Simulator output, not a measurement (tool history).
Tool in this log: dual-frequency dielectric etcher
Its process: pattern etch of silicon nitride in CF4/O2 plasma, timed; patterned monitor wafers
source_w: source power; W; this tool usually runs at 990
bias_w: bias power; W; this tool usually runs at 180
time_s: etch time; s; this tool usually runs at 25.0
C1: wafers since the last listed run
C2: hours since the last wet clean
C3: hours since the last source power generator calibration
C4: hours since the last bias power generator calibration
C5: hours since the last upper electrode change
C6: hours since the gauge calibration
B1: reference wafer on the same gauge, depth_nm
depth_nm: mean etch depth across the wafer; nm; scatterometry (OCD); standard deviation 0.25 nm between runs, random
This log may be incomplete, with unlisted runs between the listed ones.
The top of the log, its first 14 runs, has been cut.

{"run": 15, "hour": 190.3, "source_w": 830, "bias_w": 180, "time_s": 25.0, "C1": 5, "C2": 1.2, "C3": 5303.9, "C4": 2412.7, "C5": 19.9, "C6": 402.3, "B1": 89.1, "depth_nm": 73.7}
{"run": 16, "hour": 190.6, "source_w": 820, "bias_w": 147, "time_s": 22.5, "C1": 5, "C2": 1.5, "C3": 5304.2, "C4": 2413.0, "C5": 20.2, "C6": 402.6, "B1": 89.3, "depth_nm": 63.3}
{"hour": 196.0, "done": "source power generator calibrated"}
{"run": 17, "hour": 196.5, "source_w": 990, "bias_w": 180, "time_s": 21.0, "C1": 32, "C2": 7.4, "C3": 0.5, "C4": 2418.9, "C5": 26.1, "C6": 408.5, "B1": 89.3, "depth_nm": 68.2}
{"run": 18, "hour": 208.9, "source_w": 790, "bias_w": 180, "time_s": 18.5, "C1": 213, "C2": 19.8, "C3": 12.9, "C4": 2431.3, "C5": 38.5, "C6": 420.9, "B1": 89.2, "depth_nm": 53.5}
{"hour": 241.9, "done": "wet clean of the chamber, repeated, since the last time left the tool worse"}
{"run": 19, "hour": 242.4, "source_w": 800, "bias_w": 203, "time_s": 25.0, "C1": 163, "C2": 0.5, "C3": 46.4, "C4": 2464.8, "C5": 72.0, "C6": 454.4, "B1": 89.2, "depth_nm": 80.1}
{"run": 20, "hour": 243.2, "source_w": 1180, "bias_w": 152, "time_s": 28.5, "C1": 13, "C2": 1.3, "C3": 47.2, "C4": 2465.6, "C5": 72.8, "C6": 455.2, "B1": 89.2, "depth_nm": 105.8}
{"hour": 269.6, "done": "gauge calibrated"}
{"run": 21, "hour": 294.7, "source_w": 880, "bias_w": 219, "time_s": 18.0, "C1": 888, "C2": 52.8, "C3": 98.7, "C4": 2517.1, "C5": 124.3, "C6": 25.1, "B1": 89.3, "depth_nm": 61.9}
{"hour": 308.8, "done": "bias power generator calibrated"}
{"run": 22, "hour": 309.3, "source_w": 990, "bias_w": 180, "time_s": 25.0, "C1": 182, "C2": 67.4, "C3": 113.3, "C4": 0.5, "C5": 138.9, "C6": 39.7, "B1": 89.2, "depth_nm": 88.1}
{"run": 23, "hour": 314.8, "source_w": 990, "bias_w": 180, "time_s": 25.0, "C1": 94, "C2": 72.9, "C3": 118.8, "C4": 6.0, "C5": 144.4, "C6": 45.2, "B1": 89.3, "depth_nm": 87.6}
{"run": 24, "hour": 324.8, "source_w": 990, "bias_w": 180, "time_s": 25.0, "C1": 172, "C2": 82.9, "C3": 128.8, "C4": 16.0, "C5": 154.4, "C6": 55.2, "B1": 89.2, "depth_nm": 87.5}
{"run": 25, "hour": 337.1, "source_w": 780, "bias_w": 180, "time_s": 18.5, "C1": 212, "C2": 95.2, "C3": 141.1, "C4": 28.3, "C5": 166.7, "C6": 67.5, "B1": 89.1, "depth_nm": 57.4}
{"run": 26, "hour": 346.3, "source_w": 990, "bias_w": 180, "time_s": 25.0, "C1": 158, "C2": 104.4, "C3": 150.3, "C4": 37.5, "C5": 175.9, "C6": 76.7, "B1": 89.2, "depth_nm": 88.4}
{"run": 27, "hour": 363.8, "source_w": 990, "bias_w": 180, "time_s": 21.5, "C1": 301, "C2": 121.9, "C3": 167.8, "C4": 55.0, "C5": 193.4, "C6": 94.2, "B1": 89.2, "depth_nm": 75.9}
{"run": 28, "hour": 372.5, "source_w": 770, "bias_w": 138, "time_s": 25.0, "C1": 150, "C2": 130.6, "C3": 176.5, "C4": 63.7, "C5": 202.1, "C6": 102.9, "B1": 89.3, "depth_nm": 73.3}
{"run": 29, "hour": 388.7, "source_w": 830, "bias_w": 180, "time_s": 21.0, "C1": 279, "C2": 146.8, "C3": 192.7, "C4": 79.9, "C5": 218.3, "C6": 119.1, "B1": 89.2, "depth_nm": 67.6}
{"run": 30, "hour": 405.3, "source_w": 990, "bias_w": 166, "time_s": 18.0, "C1": 286, "C2": 163.4, "C3": 209.3, "C4": 96.5, "C5": 234.9, "C6": 135.7, "B1": 89.2, "depth_nm": 62.1}

Each row is a separate what-if for the run after 30, all from the same tool condition, not one after another. Results?
{"run": "A", "hour": 405.7, "source_w": 990, "bias_w": 180, "time_s": 25.0, "C1": 6, "C2": 163.8, "C3": 209.7, "C4": 96.9, "C5": 235.3, "C6": 136.1, "B1": "?", "depth_nm": "?"}
{"run": "B", "hour": 405.7, "source_w": 880, "bias_w": 219, "time_s": 22.0, "C1": 6, "C2": 163.8, "C3": 209.7, "C4": 96.9, "C5": 235.3, "C6": 136.1, "B1": "?", "depth_nm": "?"}
{"run": "C", "hour": 405.7, "source_w": 990, "bias_w": 180, "time_s": 22.0, "C1": 6, "C2": 163.8, "C3": 209.7, "C4": 96.9, "C5": 235.3, "C6": 136.1, "B1": "?", "depth_nm": "?"}
{"run": "D", "hour": 405.7, "source_w": 1110, "bias_w": 146, "time_s": 25.0, "C1": 6, "C2": 163.8, "C3": 209.7, "C4": 96.9, "C5": 235.3, "C6": 136.1, "B1": "?", "depth_nm": "?"}

run=A B1=89.3 depth_nm=88.6
run=B B1=89.3 depth_nm=76.7
run=C B1=89.3 depth_nm=77.9
run=D B1=89.3 depth_nm=90.3
Without the tool's hidden state the same runs would have given:
run=A depth_nm=87.2
run=B depth_nm=75.5
run=C depth_nm=76.7
run=D depth_nm=88.8
